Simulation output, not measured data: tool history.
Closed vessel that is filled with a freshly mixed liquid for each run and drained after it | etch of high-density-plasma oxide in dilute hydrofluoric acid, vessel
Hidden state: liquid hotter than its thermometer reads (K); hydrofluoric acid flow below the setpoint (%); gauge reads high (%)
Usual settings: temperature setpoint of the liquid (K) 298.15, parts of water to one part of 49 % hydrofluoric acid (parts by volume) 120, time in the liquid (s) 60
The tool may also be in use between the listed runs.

run   hour  temperature setpoint of the liquid (K)  parts of water to one part of 49 % hydrofluoric acid (parts by volume)  time in the liquid (s)  wafers since the last listed run  hours since the thermometer was replaced  hours since the hydrofluoric acid flow meter was replaced  hours since the gauge calibration  read-back film thickness of the high-density-plasma oxide reference wafer, read on the same gauge (nm)  thickness taken off the high-density-plasma oxide on a monitor wafer (Å)
  1    0.0                                  298.15                                                                     150                      60                                 0                                    2109.3                                                     1490.3                               69.6                                                                                                   70.01                                                                      36.5
  2   24.7                                  298.15                                                                     150                      60                              1702                                    2134.0                                                     1515.0                               94.3                                                                                                   69.98                                                                      36.2
  3   50.7                                  298.15                                                                     150                      60                              1792                                    2160.0                                                     1541.0                              120.3                                                                                                   69.98                                                                      36.0
  4   72.5                                  298.15                                                                     120                      60                              1502                                    2181.8                                                     1562.8                              142.1                                                                                                   69.98                                                                      46.0
  5   84.7                                  298.15                                                                     120                      60                               840                                    2194.0                                                     1575.0                              154.3                                                                                                   69.99                                                                      47.3
  6  112.7                                  298.15                                                                     120                      60                              1930                                    2222.0                                                     1603.0                              182.3                                                                                                   70.02                                                                      46.5
  7  135.1                                  298.15                                                                     120                      75                              1544                                    2244.4                                                     1625.4                              204.7                                                                                                   70.00                                                                      58.6
  8  149.6                                  298.15                                                                     120                      75                               999                                    2258.9                                                     1639.9                              219.2                                                                                                   70.01                                                                      58.2
  9  176.5                                  298.15                                                                     120                      75                              1854                                    2285.8                                                     1666.8                              246.1                                                                                                   70.00                                                                      57.7
 10  192.7                                  298.15                                                                     120                      60                              1116                                    2302.0                                                     1683.0                              262.3                                                                                                   69.98                                                                      46.6
 11  212.3                                  298.15                                                                     120                      60                              1351                                    2321.6                                                     1702.6                              281.9                                                                                                   70.03                                                                      46.6
 12  231.9                                  298.15                                                                     120                      60                              1351                                    2341.2                                                     1722.2                              301.5                                                                                                   69.99                                                                      46.6
     273.1  -- hydrofluoric acid flow meter replaced
 13  273.9                                  298.15                                                                     120                      70                              2826                                    2383.2                                                        0.8                              343.5                                                                                                   70.02                                                                      49.9
 14  303.8                                  300.65                                                                     165                      60                              2061                                    2413.1                                                       30.7                              373.4                                                                                                   70.00                                                                      32.0
     315.4  -- thermometer replaced
 15  319.5                                  298.15                                                                     120                      90                              1013                                       4.1                                                       46.4                              389.1                                                                                                   70.02                                                                      63.0
 16  353.8                                  298.15                                                                     120                      60                              2364                                      38.4                                                       80.7                              423.4                                                                                                   69.98                                                                      42.2
     413.4  -- hydrofluoric acid flow meter replaced, repeated, since the last time left the tool worse
     413.7  -- gauge calibrated
 17  414.8                                  293.65                                                                     145                      85                              4135                                      99.4                                                        1.4                                1.1                                                                                                   69.98                                                                      48.8
 18  455.4                                  298.15                                                                     150                      30                              2798                                     140.0                                                       42.0                               41.7                                                                                                   70.00                                                                      19.6
 19  489.4                                  298.15                                                                     120                      60                              2343                                     174.0                                                       76.0                               75.7                                                                                                   70.04                                                                      50.4
 20  519.1                                  296.15                                                                      75                      85                              2047                                     203.7                                                      105.7                              105.4                                                                                                   69.99                                                                     111.8
 21  531.8                                  296.15                                                                     120                      30                               875                                     216.4                                                      118.4                              118.1                                                                                                   69.98                                                                      23.4
 22  560.4                                  300.15                                                                     120                      75                              1971                                     245.0                                                      147.0                              146.7                                                                                                   69.98                                                                      68.2
 23  576.7                                  298.15                                                                     120                      60                              1123                                     261.3                                                      163.3                              163.0                                                                                                   69.99                                                                      50.4
 24  601.0                                  298.15                                                                     120                      60                              1675                                     285.6                                                      187.6                              187.3                                                                                                   69.98                                                                      50.5

The tool's hidden state at each run:
liquid hotter than its thermometer reads (K): 0 in every run
gauge reads high (%): 0 in every run
H1: hydrofluoric acid flow below the setpoint (%)
run     H1
  1   7.18
  2   7.29
  3   7.41
  4   7.51
  5   7.56
  6   7.69
  7   7.79
  8   7.86
  9   7.98
 10   8.06
 11   8.14
 12   8.23
 13     15
 14   15.1
 15   15.2
 16   15.3
 17   0.55
 18  0.735
 19  0.889
 20   1.02
 21   1.08
 22   1.21
 23   1.29
 24    1.4

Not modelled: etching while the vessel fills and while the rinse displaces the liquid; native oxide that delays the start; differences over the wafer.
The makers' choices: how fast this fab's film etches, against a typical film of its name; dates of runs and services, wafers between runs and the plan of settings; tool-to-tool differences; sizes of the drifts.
